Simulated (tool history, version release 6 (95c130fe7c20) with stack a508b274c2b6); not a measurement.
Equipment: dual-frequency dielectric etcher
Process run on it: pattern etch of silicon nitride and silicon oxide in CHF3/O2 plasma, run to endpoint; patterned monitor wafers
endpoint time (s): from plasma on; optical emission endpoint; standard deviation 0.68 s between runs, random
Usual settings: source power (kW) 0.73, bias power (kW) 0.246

run	hour	source power (kW)	bias power (kW)	incoming incoming film thickness, nm	endpoint time (s)
1	0	0.73	0.246	240.5	143.8
2	16.8	0.73	0.246	240.4	144.2
3	28.2	0.73	0.246	238.9	142
4	39.4	0.67	0.246	244	147.6
5	50.9	0.67	0.246	237.8	143.2
6	57	0.73	0.246	239.8	142.8
7	70	0.73	0.246	242.3	145.2
8	93.3	0.73	0.246	244.2	145.3
9	108.5	0.73	0.222	240	148.8
# hour 147.9: wet clean of the chamber
10	148.4	0.73	0.222	244.5	140
11	148.7	0.73	0.246	241.5	134.4
12	153.4	0.62	0.246	239.6	137.3
# hour 176.7: source power generator calibrated
# hour 185.4: upper electrode replaced
13	185.9	0.88	0.298	239.9	121.8
14	187	0.73	0.202	241.4	143.6
# hour 197.1: bias power generator calibrated
15	202.4	0.81	0.299	240.1	124.1
16	210.9	0.73	0.246	242.1	135.9
17	225.6	0.73	0.246	242.7	136.7
18	232	0.84	0.206	240.9	138.7
19	249.3	0.61	0.285	240.1	134
20	257.9	0.73	0.246	240.3	135.6
21	265.8	0.63	0.212	240	144.9

Below are 3 alternative next runs, each starting from the tool's condition after run 21. Predict each:
A	266.3	0.73	0.246	240.8	?
B	266.3	0.56	0.304	240.8	?
C	266.3	0.73	0.284	240.8	?

run	endpoint time (s)
A	136
B	133.2
C	130
Without the tool's unlogged condition, the same runs would have read:
run	endpoint time (s)
A	134.5
B	131.7
C	128.5

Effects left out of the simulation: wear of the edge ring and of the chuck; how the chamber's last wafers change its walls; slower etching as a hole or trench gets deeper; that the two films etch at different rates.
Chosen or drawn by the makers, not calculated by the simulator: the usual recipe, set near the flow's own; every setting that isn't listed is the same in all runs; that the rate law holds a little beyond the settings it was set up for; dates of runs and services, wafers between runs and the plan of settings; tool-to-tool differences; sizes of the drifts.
